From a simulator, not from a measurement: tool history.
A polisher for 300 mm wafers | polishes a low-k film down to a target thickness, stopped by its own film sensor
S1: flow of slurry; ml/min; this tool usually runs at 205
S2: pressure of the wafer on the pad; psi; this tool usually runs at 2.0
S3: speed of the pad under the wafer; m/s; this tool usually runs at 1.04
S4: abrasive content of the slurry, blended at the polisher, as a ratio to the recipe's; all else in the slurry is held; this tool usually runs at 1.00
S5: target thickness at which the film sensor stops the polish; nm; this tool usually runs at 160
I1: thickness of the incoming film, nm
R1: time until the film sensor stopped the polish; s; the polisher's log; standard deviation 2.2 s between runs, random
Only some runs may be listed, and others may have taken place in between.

run 1 hour=0.0 | S1=205 S2=2.0 S3=1.04 S4=0.75 S5=160 | I1=220.5 | R1=171.3
run 2 hour=13.9 | S1=205 S2=2.0 S3=1.04 S4=1.00 S5=160 | I1=216.1 | R1=149.7
-- hour=19.1 worn pad replaced by a new one
-- hour=26.2 slurry nozzle cleaned
run 3 hour=26.7 | S1=205 S2=2.0 S3=1.04 S4=1.00 S5=160 | I1=219.1 | R1=159.0
run 4 hour=38.6 | S1=205 S2=2.0 S3=1.04 S4=1.00 S5=160 | I1=220.0 | R1=164.3
-- hour=45.5 head pressure recalibrated
run 5 hour=53.6 | S1=205 S2=2.5 S3=0.90 S4=0.75 S5=145 | I1=223.4 | R1=209.0
-- hour=59.3 conditioning disc replaced and pad reconditioned
run 6 hour=59.9 | S1=205 S2=2.5 S3=1.04 S4=1.00 S5=160 | I1=219.5 | R1=131.5
run 7 hour=68.1 | S1=180 S2=1.5 S3=1.04 S4=1.15 S5=176 | I1=219.9 | R1=149.1
-- hour=81.1 slurry blender recalibrated
run 8 hour=81.6 | S1=205 S2=2.0 S3=1.04 S4=1.00 S5=160 | I1=220.1 | R1=162.1
run 9 hour=88.4 | S1=205 S2=2.0 S3=1.04 S4=1.00 S5=160 | I1=218.7 | R1=155.1
run 10 hour=104.0 | S1=205 S2=1.7 S3=0.80 S4=1.00 S5=146 | I1=217.0 | R1=273.5
run 11 hour=110.1 | S1=205 S2=2.2 S3=1.04 S4=0.90 S5=160 | I1=220.4 | R1=151.7
run 12 hour=127.3 | S1=205 S2=2.0 S3=1.04 S4=1.00 S5=160 | I1=217.6 | R1=155.5
-- hour=135.2 worn pad replaced by a new one
run 13 hour=137.9 | S1=230 S2=2.0 S3=1.04 S4=1.00 S5=160 | I1=219.5 | R1=156.8
run 14 hour=146.9 | S1=150 S2=2.0 S3=1.04 S4=1.00 S5=160 | I1=218.2 | R1=165.9
run 15 hour=155.7 | S1=205 S2=2.4 S3=0.88 S4=1.25 S5=160 | I1=218.0 | R1=144.2
run 16 hour=163.9 | S1=180 S2=1.7 S3=1.04 S4=1.00 S5=140 | I1=217.5 | R1=241.7
run 17 hour=177.7 | S1=235 S2=2.0 S3=0.72 S4=0.85 S5=160 | I1=224.3 | R1=235.1
run 18 hour=189.7 | S1=170 S2=2.0 S3=0.74 S4=0.70 S5=145 | I1=220.9 | R1=296.2
run 19 hour=201.1 | S1=205 S2=1.8 S3=1.04 S4=1.00 S5=160 | I1=221.7 | R1=181.9
-- hour=209.4 slurry blender recalibrated
run 20 hour=213.0 | S1=205 S2=2.0 S3=1.04 S4=1.00 S5=160 | I1=216.7 | R1=153.0
run 21 hour=226.3 | S1=205 S2=2.4 S3=0.88 S4=1.25 S5=160 | I1=217.7 | R1=142.9
run 22 hour=243.1 | S1=205 S2=2.4 S3=1.04 S4=1.00 S5=173 | I1=221.5 | R1=110.5
run 23 hour=249.3 | S1=205 S2=2.0 S3=1.20 S4=0.80 S5=154 | I1=222.2 | R1=176.3
-- hour=261.6 worn pad replaced by a new one
run 24 hour=263.1 | S1=265 S2=2.0 S3=1.04 S4=1.00 S5=144 | I1=217.8 | R1=190.6
run 25 hour=280.0 | S1=205 S2=2.0 S3=1.30 S4=1.15 S5=160 | I1=222.9 | R1=137.7

Below are 5 alternative next runs, each starting from the tool's condition after run 25. Predict each:
run A hour=280.5 | S1=205 S2=2.0 S3=1.18 S4=1.00 S5=160 | I1=215.0 | R1=?
run B hour=280.5 | S1=205 S2=1.7 S3=1.16 S4=0.70 S5=160 | I1=215.0 | R1=?
run C hour=280.5 | S1=180 S2=2.3 S3=1.04 S4=1.15 S5=166 | I1=215.0 | R1=?
run D hour=280.5 | S1=250 S2=2.0 S3=1.04 S4=1.00 S5=149 | I1=215.0 | R1=?
run E hour=280.5 | S1=140 S2=1.5 S3=1.04 S4=0.90 S5=148 | I1=215.0 | R1=?

run=A R1=135.9
run=B R1=171.6
run=C R1=116.9
run=D R1=176.0
run=E R1=256.9
What these runs would have given with no unlogged condition in the tool:
run=A R1=135.9
run=B R1=171.6
run=C R1=116.9
run=D R1=176.0
run=E R1=256.9
